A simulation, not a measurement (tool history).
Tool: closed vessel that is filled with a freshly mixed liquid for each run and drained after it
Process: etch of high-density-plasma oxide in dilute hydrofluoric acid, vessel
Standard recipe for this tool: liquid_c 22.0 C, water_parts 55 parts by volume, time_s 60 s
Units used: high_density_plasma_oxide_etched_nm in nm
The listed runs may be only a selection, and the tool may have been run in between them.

| run | hour | liquid_c | water_parts | time_s | wafers since the last listed run | hours since the thermometer was replaced | hours since the hydrofluoric acid flow meter was replaced | hours since the gauge calibration | read-back film thickness of the high-density-plasma oxide reference wafer, read on the same gauge (nm) | high_density_plasma_oxide_etched_nm |
|---|---|---|---|---|---|---|---|---|---|---|
| 1 | 0.0 | 22.0 | 55 | 60 | 0 | 1035.6 | 963.8 | 250.7 | 29.96 | 6.54 |
| 2 | 17.0 | 22.0 | 55 | 60 | 1586 | 1052.6 | 980.8 | 267.7 | 30.00 | 6.51 |
| 3 | 24.3 | 22.0 | 55 | 60 | 681 | 1059.9 | 988.1 | 275.0 | 30.00 | 6.60 |
| 4 | 31.5 | 22.0 | 55 | 60 | 671 | 1067.1 | 995.3 | 282.2 | 29.98 | 6.49 |
| 5 | 39.6 | 22.0 | 55 | 60 | 755 | 1075.2 | 1003.4 | 290.3 | 30.02 | 6.44 |
| 6 | 51.1 | 22.0 | 55 | 60 | 1073 | 1086.7 | 1014.9 | 301.8 | 30.00 | 6.49 |
| 7 | 65.4 | 22.0 | 55 | 60 | 1334 | 1101.0 | 1029.2 | 316.1 | 30.04 | 6.58 |
| 8 | 75.5 | 22.0 | 55 | 60 | 942 | 1111.1 | 1039.3 | 326.2 | 29.99 | 6.39 |
| 9 | 85.7 | 22.0 | 55 | 60 | 951 | 1121.3 | 1049.5 | 336.4 | 29.98 | 6.54 |
| 10 | 97.8 | 22.0 | 75 | 60 | 1129 | 1133.4 | 1061.6 | 348.5 | 30.00 | 4.76 |
| 11 | 115.0 | 22.0 | 75 | 60 | 1605 | 1150.6 | 1078.8 | 365.7 | 29.99 | 4.68 |
| 12 | 126.5 | 22.0 | 55 | 45 | 1073 | 1162.1 | 1090.3 | 377.2 | 30.00 | 4.94 |
|  | 129.8 | gauge calibrated |
| 13 | 140.3 | 24.5 | 55 | 60 | 1287 | 1175.9 | 1104.1 | 10.5 | 30.01 | 7.24 |
| 14 | 158.0 | 24.5 | 55 | 60 | 1651 | 1193.6 | 1121.8 | 28.2 | 30.02 | 7.19 |
| 15 | 168.7 | 25.5 | 55 | 60 | 998 | 1204.3 | 1132.5 | 38.9 | 29.98 | 7.66 |
| 16 | 186.7 | 22.0 | 75 | 60 | 1679 | 1222.3 | 1150.5 | 56.9 | 30.00 | 4.72 |
| 17 | 197.3 | 24.5 | 55 | 60 | 989 | 1232.9 | 1161.1 | 67.5 | 29.99 | 7.30 |
| 18 | 210.4 | 26.5 | 55 | 60 | 1222 | 1246.0 | 1174.2 | 80.6 | 30.01 | 8.00 |
| 19 | 226.8 | 18.0 | 70 | 45 | 1530 | 1262.4 | 1190.6 | 97.0 | 30.02 | 3.28 |
| 20 | 235.6 | 27.0 | 75 | 35 | 821 | 1271.2 | 1199.4 | 105.8 | 29.98 | 3.38 |
| 21 | 247.6 | 22.0 | 55 | 60 | 1119 | 1283.2 | 1211.4 | 117.8 | 30.02 | 6.60 |
|  | 263.1 | thermometer replaced |
| 22 | 292.6 | 22.0 | 25 | 40 | 4105 | 29.5 | 1256.4 | 162.8 | 29.96 | 10.04 |
| 23 | 334.3 | 25.0 | 55 | 60 | 3891 | 71.2 | 1298.1 | 204.5 | 29.99 | 7.46 |
| 24 | 352.2 | 22.0 | 55 | 90 | 1670 | 89.1 | 1316.0 | 222.4 | 29.98 | 10.19 |
|  | 362.0 | hydrofluoric acid flow meter replaced |
| 25 | 374.1 | 20.5 | 75 | 85 | 1950 | 111.0 | 12.1 | 244.3 | 29.97 | 5.71 |
| 26 | 387.8 | 17.5 | 55 | 60 | 1278 | 124.7 | 25.8 | 258.0 | 29.98 | 4.93 |
| 27 | 401.1 | 22.0 | 55 | 60 | 1241 | 138.0 | 39.1 | 271.3 | 30.00 | 6.12 |
| 28 | 418.8 | 17.5 | 55 | 60 | 1651 | 155.7 | 56.8 | 289.0 | 30.01 | 5.03 |
| 29 | 436.4 | 20.0 | 55 | 60 | 1642 | 173.3 | 74.4 | 306.6 | 30.00 | 5.66 |
| 30 | 453.0 | 18.5 | 80 | 35 | 1549 | 189.9 | 91.0 | 323.2 | 30.00 | 2.09 |
| 31 | 465.9 | 27.0 | 35 | 85 | 1203 | 202.8 | 103.9 | 336.1 | 29.99 | 17.24 |
| 32 | 504.6 | 22.0 | 70 | 60 | 3611 | 241.5 | 142.6 | 374.8 | 29.98 | 4.69 |

The same runs without the tool's hidden state, with the same run-to-run variation:
What the log doesn't record here: liquid hotter than its thermometer reads (K); hydrofluoric acid flow above the setpoint (%); gauge reads high (%).
| run | high_density_plasma_oxide_etched_nm |
|---|---|
| 1 | 6.00 |
| 2 | 5.96 |
| 3 | 6.05 |
| 4 | 5.94 |
| 5 | 5.89 |
| 6 | 5.93 |
| 7 | 6.01 |
| 8 | 5.83 |
| 9 | 5.96 |
| 10 | 4.33 |
| 11 | 4.25 |
| 12 | 4.49 |
| 13 | 6.58 |
| 14 | 6.52 |
| 15 | 6.94 |
| 16 | 4.26 |
| 17 | 6.60 |
| 18 | 7.22 |
| 19 | 2.96 |
| 20 | 3.04 |
| 21 | 5.94 |
| 22 | 9.05 |
| 23 | 6.68 |
| 24 | 9.11 |
| 25 | 5.61 |
| 26 | 4.84 |
| 27 | 5.99 |
| 28 | 4.93 |
| 29 | 5.53 |
| 30 | 2.04 |
| 31 | 16.83 |
| 32 | 4.56 |
